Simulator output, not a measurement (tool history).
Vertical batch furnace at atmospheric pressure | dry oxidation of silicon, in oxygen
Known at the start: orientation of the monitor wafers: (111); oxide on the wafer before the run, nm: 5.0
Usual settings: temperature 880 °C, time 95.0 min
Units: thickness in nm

| run | hour | temperature | time | wafers since the last listed run | hours since the last temperature calibration | hours since the boat lift was adjusted | hours since the gauge calibration | read-back reference wafer on the same gauge, thickness | thickness |
|---|---|---|---|---|---|---|---|---|---|
| 1 | 0.0 | 880 | 95.0 | 0 | 3926.1 | 4601.3 | 95.6 | 36.50 | 33.67 |
| 2 | 34.4 | 880 | 95.0 | 418 | 3960.5 | 4635.7 | 130.0 | 36.50 | 33.57 |
| 3 | 50.1 | 880 | 95.0 | 191 | 3976.2 | 4651.4 | 145.7 | 36.50 | 33.53 |
| 4 | 75.6 | 880 | 95.0 | 310 | 4001.7 | 4676.9 | 171.2 | 36.51 | 33.59 |
|  | 110.9 | thermocouples replaced and temperature profile calibrated |
| 5 | 111.4 | 880 | 95.0 | 143 | 0.5 | 4712.7 | 207.0 | 36.51 | 33.54 |
| 6 | 118.3 | 862 | 105.0 | 84 | 7.4 | 4719.6 | 213.9 | 36.49 | 30.03 |
|  | 134.7 | gauge calibrated |
| 7 | 143.6 | 862 | 105.0 | 308 | 32.7 | 4744.9 | 8.9 | 36.49 | 29.96 |
| 8 | 178.3 | 866 | 115.5 | 422 | 67.4 | 4779.6 | 43.6 | 36.50 | 33.20 |
| 9 | 193.1 | 856 | 132.5 | 180 | 82.2 | 4794.4 | 58.4 | 36.50 | 32.85 |
| 10 | 207.1 | 904 | 58.0 | 170 | 96.2 | 4808.4 | 72.4 | 36.50 | 30.76 |
| 11 | 227.6 | 871 | 109.5 | 249 | 116.7 | 4828.9 | 92.9 | 36.49 | 33.77 |
|  | 253.1 | boat lift adjusted |
| 12 | 253.6 | 880 | 95.0 | 24 | 142.7 | 0.5 | 118.9 | 36.51 | 33.58 |

Forecast run 13:
| 13 | 281.8 | 880 | 95.0 | 343 | 170.9 | 28.7 | 147.1 | ? | ? |

Run 13 gave read-back reference wafer on the same gauge, thickness 36.50, thickness 33.55 nm.
Without the tool's hidden state the same run would have given thickness 33.55 nm.
